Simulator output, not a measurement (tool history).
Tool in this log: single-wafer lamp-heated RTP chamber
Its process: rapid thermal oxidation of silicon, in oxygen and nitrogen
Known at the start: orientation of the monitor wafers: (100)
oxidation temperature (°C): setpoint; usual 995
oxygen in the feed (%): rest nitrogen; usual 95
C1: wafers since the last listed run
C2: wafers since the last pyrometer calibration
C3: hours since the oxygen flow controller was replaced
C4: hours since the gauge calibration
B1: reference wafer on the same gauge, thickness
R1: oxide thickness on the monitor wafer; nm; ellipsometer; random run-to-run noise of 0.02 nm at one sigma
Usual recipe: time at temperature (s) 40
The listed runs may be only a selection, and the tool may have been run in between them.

{"run": 1, "hour": 0.0, "oxidation temperature (°C)": 995, "time at temperature (s)": 27, "oxygen in the feed (%)": 95, "C1": 0, "C2": 2221, "C3": 5408.8, "C4": 844, "B1": 4.434, "R1": 4.196}
{"run": 2, "hour": 45.3, "oxidation temperature (°C)": 995, "time at temperature (s)": 40, "oxygen in the feed (%)": 95, "C1": 460, "C2": 2681, "C3": 5454.1, "C4": 889.3, "B1": 4.443, "R1": 4.925}
{"run": 3, "hour": 70.2, "oxidation temperature (°C)": 995, "time at temperature (s)": 40, "oxygen in the feed (%)": 95, "C1": 252, "C2": 2934, "C3": 5479, "C4": 914.2, "B1": 4.44, "R1": 5.013}
{"hour": 143.1, "done": "pyrometer window cleaned and pyrometer calibrated"}
{"run": 4, "hour": 248.1, "oxidation temperature (°C)": 995, "time at temperature (s)": 40, "oxygen in the feed (%)": 95, "C1": 1726, "C2": 1066, "C3": 5656.9, "C4": 1092.1, "B1": 4.439, "R1": 4.894}
{"run": 5, "hour": 282.9, "oxidation temperature (°C)": 995, "time at temperature (s)": 40, "oxygen in the feed (%)": 95, "C1": 353, "C2": 1420, "C3": 5691.7, "C4": 1126.9, "B1": 4.438, "R1": 4.936}
{"run": 6, "hour": 324.5, "oxidation temperature (°C)": 995, "time at temperature (s)": 40, "oxygen in the feed (%)": 95, "C1": 422, "C2": 1843, "C3": 5733.3, "C4": 1168.5, "B1": 4.446, "R1": 4.959}
{"run": 7, "hour": 374.3, "oxidation temperature (°C)": 995, "time at temperature (s)": 40, "oxygen in the feed (%)": 95, "C1": 505, "C2": 2349, "C3": 5783.1, "C4": 1218.3, "B1": 4.443, "R1": 4.972}
{"run": 8, "hour": 403.8, "oxidation temperature (°C)": 995, "time at temperature (s)": 40, "oxygen in the feed (%)": 95, "C1": 299, "C2": 2648, "C3": 5812.6, "C4": 1247.8, "B1": 4.448, "R1": 4.966}
{"run": 9, "hour": 441.8, "oxidation temperature (°C)": 1018, "time at temperature (s)": 40, "oxygen in the feed (%)": 95, "C1": 386, "C2": 3034, "C3": 5850.6, "C4": 1285.8, "B1": 4.445, "R1": 5.9}
{"run": 10, "hour": 491.6, "oxidation temperature (°C)": 1018, "time at temperature (s)": 40, "oxygen in the feed (%)": 95, "C1": 505, "C2": 3540, "C3": 5900.4, "C4": 1335.6, "B1": 4.441, "R1": 5.907}
{"hour": 533.7, "done": "pyrometer window cleaned and pyrometer calibrated"}
{"run": 11, "hour": 555.3, "oxidation temperature (°C)": 1018, "time at temperature (s)": 40, "oxygen in the feed (%)": 95, "C1": 565, "C2": 219, "C3": 5964.1, "C4": 1399.3, "B1": 4.441, "R1": 5.699}
{"run": 12, "hour": 613.8, "oxidation temperature (°C)": 995, "time at temperature (s)": 40, "oxygen in the feed (%)": 74, "C1": 594, "C2": 813, "C3": 6022.6, "C4": 1457.8, "B1": 4.441, "R1": 4.484}
{"run": 13, "hour": 687.4, "oxidation temperature (°C)": 995, "time at temperature (s)": 40, "oxygen in the feed (%)": 74, "C1": 747, "C2": 1561, "C3": 6096.2, "C4": 1531.4, "B1": 4.442, "R1": 4.507}
{"run": 14, "hour": 792.4, "oxidation temperature (°C)": 995, "time at temperature (s)": 40, "oxygen in the feed (%)": 95, "C1": 1066, "C2": 2628, "C3": 6201.2, "C4": 1636.4, "B1": 4.438, "R1": 4.975}
{"run": 15, "hour": 847.6, "oxidation temperature (°C)": 995, "time at temperature (s)": 40, "oxygen in the feed (%)": 95, "C1": 560, "C2": 3189, "C3": 6256.4, "C4": 1691.6, "B1": 4.433, "R1": 4.982}
{"hour": 889.8, "done": "pyrometer window cleaned and pyrometer calibrated"}
{"run": 16, "hour": 913.1, "oxidation temperature (°C)": 995, "time at temperature (s)": 40, "oxygen in the feed (%)": 95, "C1": 584, "C2": 236, "C3": 6321.9, "C4": 1757.1, "B1": 4.441, "R1": 4.84}
{"hour": 955.8, "done": "oxygen flow controller replaced"}
{"run": 17, "hour": 982.0, "oxidation temperature (°C)": 995, "time at temperature (s)": 40, "oxygen in the feed (%)": 95, "C1": 618, "C2": 855, "C3": 26.2, "C4": 1826, "B1": 4.444, "R1": 4.89}
{"run": 18, "hour": 1026.5, "oxidation temperature (°C)": 995, "time at temperature (s)": 40, "oxygen in the feed (%)": 95, "C1": 452, "C2": 1307, "C3": 70.7, "C4": 1870.5, "B1": 4.437, "R1": 4.852}
{"run": 19, "hour": 1067.0, "oxidation temperature (°C)": 995, "time at temperature (s)": 40, "oxygen in the feed (%)": 95, "C1": 411, "C2": 1718, "C3": 111.2, "C4": 1911, "B1": 4.443, "R1": 4.886}
{"run": 20, "hour": 1135.6, "oxidation temperature (°C)": 995, "time at temperature (s)": 40, "oxygen in the feed (%)": 95, "C1": 697, "C2": 2415, "C3": 179.8, "C4": 1979.6, "B1": 4.431, "R1": 4.959}
{"run": 21, "hour": 1175.7, "oxidation temperature (°C)": 1016, "time at temperature (s)": 22, "oxygen in the feed (%)": 95, "C1": 407, "C2": 2823, "C3": 219.9, "C4": 2019.7, "B1": 4.447, "R1": 4.52}
{"run": 22, "hour": 1246.4, "oxidation temperature (°C)": 1024, "time at temperature (s)": 40, "oxygen in the feed (%)": 95, "C1": 718, "C2": 3541, "C3": 290.6, "C4": 2090.4, "B1": 4.437, "R1": 6.1}
{"run": 23, "hour": 1283.9, "oxidation temperature (°C)": 995, "time at temperature (s)": 40, "oxygen in the feed (%)": 95, "C1": 381, "C2": 3922, "C3": 328.1, "C4": 2127.9, "B1": 4.444, "R1": 5.012}
{"hour": 1288.3, "done": "gauge calibrated"}
{"run": 24, "hour": 1319.1, "oxidation temperature (°C)": 1003, "time at temperature (s)": 51, "oxygen in the feed (%)": 82, "C1": 357, "C2": 4280, "C3": 363.3, "C4": 30.8, "B1": 4.442, "R1": 5.628}
{"hour": 1337.0, "done": "pyrometer window cleaned and pyrometer calibrated"}
{"run": 25, "hour": 1348.9, "oxidation temperature (°C)": 995, "time at temperature (s)": 58, "oxygen in the feed (%)": 95, "C1": 221, "C2": 121, "C3": 393.1, "C4": 60.6, "B1": 4.441, "R1": 5.667}
{"run": 26, "hour": 1406.3, "oxidation temperature (°C)": 983, "time at temperature (s)": 40, "oxygen in the feed (%)": 98, "C1": 583, "C2": 704, "C3": 450.5, "C4": 118, "B1": 4.438, "R1": 4.49}
{"run": 27, "hour": 1467.8, "oxidation temperature (°C)": 966, "time at temperature (s)": 40, "oxygen in the feed (%)": 84, "C1": 624, "C2": 1329, "C3": 512, "C4": 179.5, "B1": 4.443, "R1": 3.855}
{"run": 28, "hour": 1497.1, "oxidation temperature (°C)": 995, "time at temperature (s)": 40, "oxygen in the feed (%)": 83, "C1": 297, "C2": 1626, "C3": 541.3, "C4": 208.8, "B1": 4.442, "R1": 4.701}
{"run": 29, "hour": 1551.5, "oxidation temperature (°C)": 966, "time at temperature (s)": 26, "oxygen in the feed (%)": 95, "C1": 552, "C2": 2179, "C3": 595.7, "C4": 263.2, "B1": 4.444, "R1": 3.414}
{"run": 30, "hour": 1608.6, "oxidation temperature (°C)": 995, "time at temperature (s)": 34, "oxygen in the feed (%)": 98, "C1": 580, "C2": 2759, "C3": 652.8, "C4": 320.3, "B1": 4.44, "R1": 4.663}
{"run": 31, "hour": 1646.8, "oxidation temperature (°C)": 995, "time at temperature (s)": 54, "oxygen in the feed (%)": 69, "C1": 388, "C2": 3147, "C3": 691, "C4": 358.5, "B1": 4.443, "R1": 5.077}
{"hour": 1707.7, "done": "pyrometer window cleaned and pyrometer calibrated"}
{"run": 32, "hour": 1708.2, "oxidation temperature (°C)": 995, "time at temperature (s)": 40, "oxygen in the feed (%)": 95, "C1": 542, "C2": 5, "C3": 752.4, "C4": 419.9, "B1": 4.435, "R1": 4.834}
{"run": 33, "hour": 1775.4, "oxidation temperature (°C)": 995, "time at temperature (s)": 40, "oxygen in the feed (%)": 98, "C1": 682, "C2": 687, "C3": 819.6, "C4": 487.1, "B1": 4.441, "R1": 4.897}
{"run": 34, "hour": 1815.2, "oxidation temperature (°C)": 974, "time at temperature (s)": 40, "oxygen in the feed (%)": 95, "C1": 404, "C2": 1092, "C3": 859.4, "C4": 526.9, "B1": 4.444, "R1": 4.202}
{"run": 35, "hour": 1880.9, "oxidation temperature (°C)": 1021, "time at temperature (s)": 24, "oxygen in the feed (%)": 98, "C1": 667, "C2": 1759, "C3": 925.1, "C4": 592.6, "B1": 4.439, "R1": 4.81}
{"run": 36, "hour": 1919.2, "oxidation temperature (°C)": 995, "time at temperature (s)": 40, "oxygen in the feed (%)": 95, "C1": 389, "C2": 2148, "C3": 963.4, "C4": 630.9, "B1": 4.437, "R1": 4.888}
{"run": 37, "hour": 1976.1, "oxidation temperature (°C)": 995, "time at temperature (s)": 40, "oxygen in the feed (%)": 95, "C1": 578, "C2": 2727, "C3": 1020.3, "C4": 687.8, "B1": 4.439, "R1": 4.931}
{"run": 38, "hour": 2027.8, "oxidation temperature (°C)": 982, "time at temperature (s)": 51, "oxygen in the feed (%)": 78, "C1": 525, "C2": 3252, "C3": 1072, "C4": 739.5, "B1": 4.435, "R1": 4.685}

A few steps of R1 between consecutive runs. Split each: what settings, incoming material and random variation would produce without the hidden state, and what is left over for the hidden state, along with gauge scatter present in only one of the two compared results (measured, and without hidden state):
Unlogged tool condition in this case: true wafer temperature minus pyrometer reading, K; deviation of the oxygen flow from its setpoint, %; gauge reads high (%).
Run 10 -> 11: pyrometer window cleaned and pyrometer calibrated. R1 -0.208 nm: hidden state -0.199, all else -0.009.
Run 21 -> 22: oxidation temperature (°C) 1016 -> 1024, time at temperature (s) 22 -> 40. R1 +1.58 nm: hidden state +0.09, all else +1.49.
Run 24 -> 25: oxidation temperature (°C) 1003 -> 995, time at temperature (s) 51 -> 58, oxygen in the feed (%) 82 -> 95, pyrometer window cleaned and pyrometer calibrated. R1 +0.039 nm: hidden state -0.222, all else +0.261.
Run 28 -> 29: oxidation temperature (°C) 995 -> 966, time at temperature (s) 40 -> 26, oxygen in the feed (%) 83 -> 95. R1 -1.287 nm: hidden state -0.017, all else -1.27.
Run 29 -> 30: oxidation temperature (°C) 966 -> 995, time at temperature (s) 26 -> 34, oxygen in the feed (%) 95 -> 98. R1 +1.249 nm: hidden state +0.065, all else +1.184.
Run 31 -> 32: time at temperature (s) 54 -> 40, oxygen in the feed (%) 69 -> 95, pyrometer window cleaned and pyrometer calibrated. R1 -0.243 nm: hidden state -0.159, all else -0.084.

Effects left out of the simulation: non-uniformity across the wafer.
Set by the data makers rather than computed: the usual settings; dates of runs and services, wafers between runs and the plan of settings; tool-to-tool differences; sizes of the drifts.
